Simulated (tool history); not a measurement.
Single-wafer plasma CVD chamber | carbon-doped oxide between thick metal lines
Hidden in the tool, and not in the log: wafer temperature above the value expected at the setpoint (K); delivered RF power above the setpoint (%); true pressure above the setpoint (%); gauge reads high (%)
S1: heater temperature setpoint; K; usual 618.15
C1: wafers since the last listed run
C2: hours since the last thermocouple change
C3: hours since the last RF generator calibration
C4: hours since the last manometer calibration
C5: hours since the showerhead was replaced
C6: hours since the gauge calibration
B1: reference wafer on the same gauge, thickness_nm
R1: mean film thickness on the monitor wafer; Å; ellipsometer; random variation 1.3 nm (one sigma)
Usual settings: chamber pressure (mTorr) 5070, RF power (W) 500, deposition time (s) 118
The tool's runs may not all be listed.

{"run": 1, "hour": 0.0, "S1": 618.15, "chamber pressure (mTorr)": 5070, "RF power (W)": 500, "deposition time (s)": 101, "C1": 0, "C2": 636.2, "C3": 665.8, "C4": 1127.5, "C5": 4518.7, "C6": 569.1, "B1": 474.221, "R1": 4939.5}
{"run": 2, "hour": 96.8, "S1": 618.15, "chamber pressure (mTorr)": 5070, "RF power (W)": 500, "deposition time (s)": 101, "C1": 1228, "C2": 733.0, "C3": 762.6, "C4": 1224.3, "C5": 4615.5, "C6": 665.9, "B1": 474.593, "R1": 4961.52}
{"run": 3, "hour": 184.7, "S1": 618.15, "chamber pressure (mTorr)": 5070, "RF power (W)": 500, "deposition time (s)": 118, "C1": 1115, "C2": 820.9, "C3": 850.5, "C4": 1312.2, "C5": 4703.4, "C6": 753.8, "B1": 475.111, "R1": 5770.21}
{"run": 4, "hour": 224.8, "S1": 618.15, "chamber pressure (mTorr)": 5070, "RF power (W)": 500, "deposition time (s)": 118, "C1": 508, "C2": 861.0, "C3": 890.6, "C4": 1352.3, "C5": 4743.5, "C6": 793.9, "B1": 475.219, "R1": 5797.96}
{"run": 5, "hour": 460.3, "S1": 618.15, "chamber pressure (mTorr)": 5070, "RF power (W)": 500, "deposition time (s)": 118, "C1": 2989, "C2": 1096.5, "C3": 1126.1, "C4": 1587.8, "C5": 4979.0, "C6": 1029.4, "B1": 476.86, "R1": 5780.22}
{"run": 6, "hour": 508.7, "S1": 618.15, "chamber pressure (mTorr)": 5070, "RF power (W)": 500, "deposition time (s)": 118, "C1": 614, "C2": 1144.9, "C3": 1174.5, "C4": 1636.2, "C5": 5027.4, "C6": 1077.8, "B1": 477.28, "R1": 5794.56}
{"hour": 603.5, "done": "RF generator calibrated"}
{"run": 7, "hour": 614.6, "S1": 618.15, "chamber pressure (mTorr)": 5070, "RF power (W)": 500, "deposition time (s)": 118, "C1": 1242, "C2": 1250.8, "C3": 11.1, "C4": 1742.1, "C5": 5133.3, "C6": 1183.7, "B1": 478.226, "R1": 5803.05}
{"hour": 622.4, "done": "gauge calibrated"}
{"run": 8, "hour": 665.4, "S1": 618.15, "chamber pressure (mTorr)": 5070, "RF power (W)": 500, "deposition time (s)": 118, "C1": 644, "C2": 1301.6, "C3": 61.9, "C4": 1792.9, "C5": 5184.1, "C6": 43.0, "B1": 474.253, "R1": 5747.03}
{"run": 9, "hour": 702.3, "S1": 618.15, "chamber pressure (mTorr)": 5070, "RF power (W)": 500, "deposition time (s)": 118, "C1": 468, "C2": 1338.5, "C3": 98.8, "C4": 1829.8, "C5": 5221.0, "C6": 79.9, "B1": 474.326, "R1": 5780.54}
{"run": 10, "hour": 760.1, "S1": 631.15, "chamber pressure (mTorr)": 5070, "RF power (W)": 550, "deposition time (s)": 118, "C1": 733, "C2": 1396.3, "C3": 156.6, "C4": 1887.6, "C5": 5278.8, "C6": 137.7, "B1": 474.384, "R1": 5841.55}
{"hour": 798.0, "done": "capacitance manometer re-zeroed and calibrated"}
{"run": 11, "hour": 859.1, "S1": 618.15, "chamber pressure (mTorr)": 5070, "RF power (W)": 500, "deposition time (s)": 101, "C1": 1154, "C2": 1495.3, "C3": 255.6, "C4": 61.1, "C5": 5377.8, "C6": 236.7, "B1": 474.27, "R1": 4949.03}
{"hour": 898.7, "done": "showerhead replaced"}
{"run": 12, "hour": 899.2, "S1": 618.15, "chamber pressure (mTorr)": 5070, "RF power (W)": 500, "deposition time (s)": 118, "C1": 407, "C2": 1535.4, "C3": 295.7, "C4": 101.2, "C5": 0.5, "C6": 276.8, "B1": 474.548, "R1": 5786.13}

The next listed run, before its measurement:
{"run": 13, "hour": 976.0, "S1": 613.15, "chamber pressure (mTorr)": 5070, "RF power (W)": 500, "deposition time (s)": 118, "C1": 974, "C2": 1612.2, "C3": 372.5, "C4": 178.0, "C5": 77.3, "C6": 353.6, "B1": "?", "R1": "?"}

B1: 474.857
R1: 5836.88 Å
Without the tool's hidden state the same run would have given R1 5815.87 Å.
